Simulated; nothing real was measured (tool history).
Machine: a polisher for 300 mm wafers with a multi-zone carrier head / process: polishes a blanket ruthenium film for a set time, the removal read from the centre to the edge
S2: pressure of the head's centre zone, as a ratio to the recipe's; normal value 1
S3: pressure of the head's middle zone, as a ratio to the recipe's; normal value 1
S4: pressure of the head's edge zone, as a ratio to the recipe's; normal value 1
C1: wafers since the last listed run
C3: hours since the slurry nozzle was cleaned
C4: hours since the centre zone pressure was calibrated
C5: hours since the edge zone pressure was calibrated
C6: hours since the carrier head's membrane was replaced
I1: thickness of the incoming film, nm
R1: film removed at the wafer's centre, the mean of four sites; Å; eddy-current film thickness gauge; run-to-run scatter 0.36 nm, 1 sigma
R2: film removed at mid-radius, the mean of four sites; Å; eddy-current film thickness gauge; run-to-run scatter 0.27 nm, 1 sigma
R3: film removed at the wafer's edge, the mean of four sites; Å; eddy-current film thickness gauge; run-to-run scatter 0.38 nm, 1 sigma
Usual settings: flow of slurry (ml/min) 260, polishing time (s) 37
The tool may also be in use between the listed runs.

run 1 hour=0 | flow_of_slurry_(ml/min)=260 S2=1 S3=1 S4=1 polishing_time_(s)=37 | C1=0 wafers_polished_on_this_pad=2419 C3=87.6 C4=382.5 C5=880.9 C6=532.6 | I1=318.3 | R1=437 R2=433 R3=414
-- hour=14.9 worn pad replaced by a new one
run 2 hour=37 | flow_of_slurry_(ml/min)=260 S2=1 S3=1 S4=1 polishing_time_(s)=37 | C1=338 wafers_polished_on_this_pad=227 C3=124.6 C4=419.5 C5=917.9 C6=569.6 | I1=315.8 | R1=444 R2=430 R3=418
run 3 hour=106.8 | flow_of_slurry_(ml/min)=260 S2=1 S3=1 S4=1 polishing_time_(s)=37 | C1=716 wafers_polished_on_this_pad=944 C3=194.4 C4=489.3 C5=987.7 C6=639.4 | I1=317.8 | R1=443 R2=437 R3=415
run 4 hour=189.2 | flow_of_slurry_(ml/min)=260 S2=0.94 S3=1 S4=1 polishing_time_(s)=37 | C1=846 wafers_polished_on_this_pad=1790 C3=276.8 C4=571.7 C5=1070.1 C6=721.8 | I1=322.9 | R1=424 R2=433 R3=419
-- hour=235.9 slurry nozzle cleaned
-- hour=249.5 worn pad replaced by a new one
run 5 hour=269.2 | flow_of_slurry_(ml/min)=260 S2=1 S3=1 S4=1 polishing_time_(s)=37 | C1=770 wafers_polished_on_this_pad=202 C3=33.3 C4=651.7 C5=1150.1 C6=801.8 | I1=323.1 | R1=455 R2=431 R3=410
run 6 hour=308 | flow_of_slurry_(ml/min)=260 S2=1 S3=1 S4=1 polishing_time_(s)=37 | C1=398 wafers_polished_on_this_pad=601 C3=72.1 C4=690.5 C5=1188.9 C6=840.6 | I1=318.9 | R1=461 R2=435 R3=411
run 7 hour=407.2 | flow_of_slurry_(ml/min)=260 S2=1 S3=1 S4=1 polishing_time_(s)=37 | C1=1018 wafers_polished_on_this_pad=1620 C3=171.3 C4=789.7 C5=1288.1 C6=939.8 | I1=315.7 | R1=462 R2=439 R3=418
-- hour=416.9 centre zone pressure recalibrated
run 8 hour=452.8 | flow_of_slurry_(ml/min)=260 S2=0.94 S3=1 S4=1.04 polishing_time_(s)=37 | C1=447 wafers_polished_on_this_pad=2068 C3=216.9 C4=35.9 C5=1333.7 C6=985.4 | I1=318.7 | R1=398 R2=434 R3=422
-- hour=470 carrier head's membrane replaced by a new one
-- hour=519.6 worn pad replaced by a new one
run 9 hour=529.3 | flow_of_slurry_(ml/min)=260 S2=0.94 S3=1 S4=1.04 polishing_time_(s)=37 | C1=693 wafers_polished_on_this_pad=99 C3=293.4 C4=112.4 C5=1410.2 C6=59.3 | I1=322.1 | R1=405 R2=433 R3=424
-- hour=566.4 slurry nozzle cleaned
run 10 hour=586.2 | flow_of_slurry_(ml/min)=195 S2=0.95 S3=1 S4=1 polishing_time_(s)=37 | C1=574 wafers_polished_on_this_pad=673 C3=19.8 C4=169.3 C5=1467.1 C6=116.2 | I1=313.5 | R1=395 R2=419 R3=399
run 11 hour=638.7 | flow_of_slurry_(ml/min)=260 S2=1 S3=1 S4=1 polishing_time_(s)=37 | C1=539 wafers_polished_on_this_pad=1213 C3=72.3 C4=221.8 C5=1519.6 C6=168.7 | I1=315.5 | R1=440 R2=436 R3=413
run 12 hour=690.2 | flow_of_slurry_(ml/min)=260 S2=1 S3=1 S4=1 polishing_time_(s)=37 | C1=529 wafers_polished_on_this_pad=1742 C3=123.8 C4=273.3 C5=1571.1 C6=220.2 | I1=326.1 | R1=430 R2=438 R3=412
-- hour=728 edge zone pressure recalibrated
run 13 hour=782.3 | flow_of_slurry_(ml/min)=215 S2=1 S3=1 S4=1 polishing_time_(s)=37 | C1=925 wafers_polished_on_this_pad=2667 C3=215.9 C4=365.4 C5=54.3 C6=312.3 | I1=320.1 | R1=430 R2=422 R3=413
-- hour=787.3 worn pad replaced by a new one
run 14 hour=834.3 | flow_of_slurry_(ml/min)=260 S2=1 S3=1 S4=1 polishing_time_(s)=37 | C1=493 wafers_polished_on_this_pad=482 C3=267.9 C4=417.4 C5=106.3 C6=364.3 | I1=315 | R1=444 R2=435 R3=417
run 15 hour=907.3 | flow_of_slurry_(ml/min)=260 S2=1 S3=1 S4=1 polishing_time_(s)=46 | C1=749 wafers_polished_on_this_pad=1232 C3=340.9 C4=490.4 C5=179.3 C6=437.3 | I1=316 | R1=560 R2=535 R3=519
-- hour=946.2 slurry nozzle cleaned
run 16 hour=979.8 | flow_of_slurry_(ml/min)=260 S2=1 S3=1 S4=1 polishing_time_(s)=37 | C1=734 wafers_polished_on_this_pad=1966 C3=33.6 C4=562.9 C5=251.8 C6=509.8 | I1=322 | R1=458 R2=434 R3=414
-- hour=1009.1 worn pad replaced by a new one
run 17 hour=1068.8 | flow_of_slurry_(ml/min)=260 S2=1.04 S3=1 S4=0.94 polishing_time_(s)=37 | C1=873 wafers_polished_on_this_pad=613 C3=122.6 C4=651.9 C5=340.8 C6=598.8 | I1=314.7 | R1=482 R2=437 R3=402
run 18 hour=1172.9 | flow_of_slurry_(ml/min)=170 S2=1 S3=0.93 S4=0.91 polishing_time_(s)=49 | C1=1069 wafers_polished_on_this_pad=1682 C3=226.7 C4=756 C5=444.9 C6=702.9 | I1=325.2 | R1=575 R2=510 R3=494
run 19 hour=1209.4 | flow_of_slurry_(ml/min)=260 S2=1 S3=1 S4=0.92 polishing_time_(s)=37 | C1=374 wafers_polished_on_this_pad=2057 C3=263.2 C4=792.5 C5=481.4 C6=739.4 | I1=314.3 | R1=462 R2=438 R3=407

Branching from run 19: 3 alternative next runs. What would each branch give?
run A hour=1209.8 | flow_of_slurry_(ml/min)=260 S2=1 S3=1 S4=1.09 polishing_time_(s)=37 | C1=4 wafers_polished_on_this_pad=2061 C3=263.6 C4=792.9 C5=481.8 C6=739.8 | I1=318.9 | R1=? R2=? R3=?
run B hour=1209.8 | flow_of_slurry_(ml/min)=260 S2=1 S3=1.11 S4=0.95 polishing_time_(s)=46 | C1=4 wafers_polished_on_this_pad=2061 C3=263.6 C4=792.9 C5=481.8 C6=739.8 | I1=318.9 | R1=? R2=? R3=?
run C hour=1209.8 | flow_of_slurry_(ml/min)=260 S2=1 S3=1.08 S4=1 polishing_time_(s)=32 | C1=4 wafers_polished_on_this_pad=2061 C3=263.6 C4=792.9 C5=481.8 C6=739.8 | I1=318.9 | R1=? R2=? R3=?

run=A R1=466 R2=433 R3=433
run=B R1=579 R2=589 R3=502
run=C R1=403 R2=400 R3=358
Had the tool no hidden state, the same runs would have come out as:
run=A R1=420 R2=434 R3=433
run=B R1=522 R2=589 R3=502
run=C R1=363 R2=400 R3=358
